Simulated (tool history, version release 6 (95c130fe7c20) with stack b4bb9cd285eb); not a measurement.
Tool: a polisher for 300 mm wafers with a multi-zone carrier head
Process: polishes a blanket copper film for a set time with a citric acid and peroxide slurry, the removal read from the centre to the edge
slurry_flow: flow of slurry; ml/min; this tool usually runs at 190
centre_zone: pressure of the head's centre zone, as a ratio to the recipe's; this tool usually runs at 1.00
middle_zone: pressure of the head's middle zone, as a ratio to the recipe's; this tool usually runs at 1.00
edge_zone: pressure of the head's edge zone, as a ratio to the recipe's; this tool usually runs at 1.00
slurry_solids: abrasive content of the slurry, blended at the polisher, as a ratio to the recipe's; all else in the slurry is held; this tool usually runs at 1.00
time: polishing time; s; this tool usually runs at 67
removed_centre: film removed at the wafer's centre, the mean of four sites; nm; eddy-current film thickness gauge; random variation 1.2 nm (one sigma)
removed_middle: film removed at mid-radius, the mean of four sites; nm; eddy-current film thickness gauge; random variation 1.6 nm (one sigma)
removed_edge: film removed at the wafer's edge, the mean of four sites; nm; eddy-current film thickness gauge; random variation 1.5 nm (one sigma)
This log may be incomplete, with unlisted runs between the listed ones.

| run | hour | slurry_flow | centre_zone | middle_zone | edge_zone | slurry_solids | time | wafers since the last listed run | wafers polished on this pad | hours since the slurry nozzle was cleaned | hours since the centre zone pressure was calibrated | hours since the edge zone pressure was calibrated | hours since the carrier head's membrane was replaced | incoming thickness of the incoming film, nm | removed_centre | removed_middle | removed_edge |
|---|---|---|---|---|---|---|---|---|---|---|---|---|---|---|---|---|---|
| 1 | 0.0 | 190 | 1.00 | 1.00 | 1.00 | 1.15 | 67 | 0 | 795 | 468.3 | 326.8 | 516.7 | 702.6 | 1082.6 | 107.7 | 112.6 | 112.5 |
| 2 | 19.7 | 190 | 1.00 | 1.00 | 1.00 | 1.15 | 67 | 222 | 1018 | 488.0 | 346.5 | 536.4 | 722.3 | 1076.5 | 108.3 | 107.2 | 111.9 |
|  | 23.5 | slurry nozzle cleaned |
| 3 | 44.2 | 190 | 1.00 | 1.00 | 1.00 | 1.00 | 67 | 265 | 1283 | 20.7 | 371.0 | 560.9 | 746.8 | 1083.6 | 108.2 | 109.1 | 104.9 |
| 4 | 59.2 | 245 | 1.00 | 1.03 | 1.03 | 0.70 | 67 | 169 | 1452 | 35.7 | 386.0 | 575.9 | 761.8 | 1065.0 | 101.2 | 103.3 | 103.3 |
|  | 74.7 | centre zone pressure recalibrated |
|  | 89.5 | worn pad replaced by a new one |
|  | 93.6 | edge zone pressure recalibrated |
| 5 | 94.0 | 190 | 1.00 | 1.00 | 1.00 | 1.00 | 67 | 302 | 28 | 70.5 | 19.3 | 0.4 | 796.6 | 1068.2 | 104.8 | 106.0 | 107.4 |
| 6 | 121.1 | 190 | 0.93 | 0.88 | 1.00 | 1.00 | 67 | 305 | 334 | 97.6 | 46.4 | 27.5 | 823.7 | 1066.1 | 100.7 | 97.9 | 105.8 |
| 7 | 149.3 | 190 | 1.00 | 1.00 | 1.00 | 1.00 | 67 | 318 | 652 | 125.8 | 74.6 | 55.7 | 851.9 | 1069.4 | 103.7 | 109.3 | 106.2 |
| 8 | 164.4 | 190 | 1.00 | 1.00 | 1.00 | 0.85 | 67 | 170 | 822 | 140.9 | 89.7 | 70.8 | 867.0 | 1082.7 | 101.1 | 102.5 | 101.3 |
| 9 | 177.0 | 190 | 1.04 | 1.00 | 0.91 | 0.80 | 67 | 142 | 965 | 153.5 | 102.3 | 83.4 | 879.6 | 1066.8 | 103.8 | 102.2 | 100.1 |
| 10 | 191.5 | 190 | 1.06 | 1.00 | 1.00 | 1.20 | 67 | 163 | 1128 | 168.0 | 116.8 | 97.9 | 894.1 | 1083.8 | 115.2 | 110.4 | 113.8 |
| 11 | 209.0 | 190 | 1.00 | 1.00 | 1.00 | 1.00 | 49 | 197 | 1326 | 185.5 | 134.3 | 115.4 | 911.6 | 1083.1 | 77.8 | 78.5 | 76.2 |
| 12 | 225.9 | 190 | 1.00 | 1.00 | 1.00 | 1.10 | 67 | 190 | 1516 | 202.4 | 151.2 | 132.3 | 928.5 | 1061.7 | 106.8 | 111.0 | 108.8 |
| 13 | 251.3 | 190 | 1.00 | 1.00 | 0.95 | 1.00 | 51 | 286 | 1803 | 227.8 | 176.6 | 157.7 | 953.9 | 1078.7 | 81.2 | 80.7 | 79.7 |
|  | 257.8 | carrier head's membrane replaced by a new one |
| 14 | 270.0 | 190 | 1.00 | 1.09 | 0.94 | 0.90 | 47 | 154 | 1958 | 246.5 | 195.3 | 176.4 | 12.2 | 1085.9 | 73.4 | 79.2 | 71.0 |
|  | 286.6 | worn pad replaced by a new one |
| 15 | 290.1 | 190 | 1.00 | 1.00 | 1.00 | 1.00 | 67 | 181 | 39 | 266.6 | 215.4 | 196.5 | 32.3 | 1073.2 | 108.7 | 106.5 | 106.6 |
| 16 | 322.4 | 190 | 0.91 | 1.00 | 0.95 | 1.25 | 75 | 364 | 404 | 298.9 | 247.7 | 228.8 | 64.6 | 1083.5 | 112.5 | 125.6 | 124.5 |
| 17 | 394.8 | 190 | 1.00 | 1.00 | 0.92 | 0.90 | 67 | 817 | 1221 | 371.3 | 320.1 | 301.2 | 137.0 | 1075.0 | 106.3 | 106.5 | 101.6 |
| 18 | 414.1 | 155 | 1.00 | 0.90 | 0.95 | 1.00 | 80 | 217 | 1439 | 390.6 | 339.4 | 320.5 | 156.3 | 1080.4 | 125.0 | 115.5 | 127.9 |
| 19 | 441.0 | 250 | 1.00 | 1.00 | 1.00 | 1.00 | 67 | 303 | 1742 | 417.5 | 366.3 | 347.4 | 183.2 | 1057.2 | 106.9 | 110.5 | 108.5 |
|  | 445.5 | slurry nozzle cleaned |
|  | 457.8 | centre zone pressure recalibrated |
| 20 | 460.9 | 165 | 1.10 | 0.92 | 1.00 | 1.00 | 67 | 190 | 1933 | 15.4 | 3.1 | 367.3 | 203.1 | 1063.1 | 111.1 | 98.4 | 105.9 |
|  | 467.0 | worn pad replaced by a new one |
| 21 | 489.8 | 190 | 1.00 | 1.00 | 1.00 | 1.00 | 74 | 280 | 257 | 44.3 | 32.0 | 396.2 | 232.0 | 1081.9 | 118.2 | 118.5 | 117.5 |

For each run, what was the tool's unlogged condition?
removal rate lost through wear of the pad, %: 0 in every run
slurry flow missing at the pad, %: 0 in every run
deviation of the centre zone's pressure from its setpoint, %: 0 in every run
deviation of the edge zone's pressure from its setpoint, %: 0 in every run

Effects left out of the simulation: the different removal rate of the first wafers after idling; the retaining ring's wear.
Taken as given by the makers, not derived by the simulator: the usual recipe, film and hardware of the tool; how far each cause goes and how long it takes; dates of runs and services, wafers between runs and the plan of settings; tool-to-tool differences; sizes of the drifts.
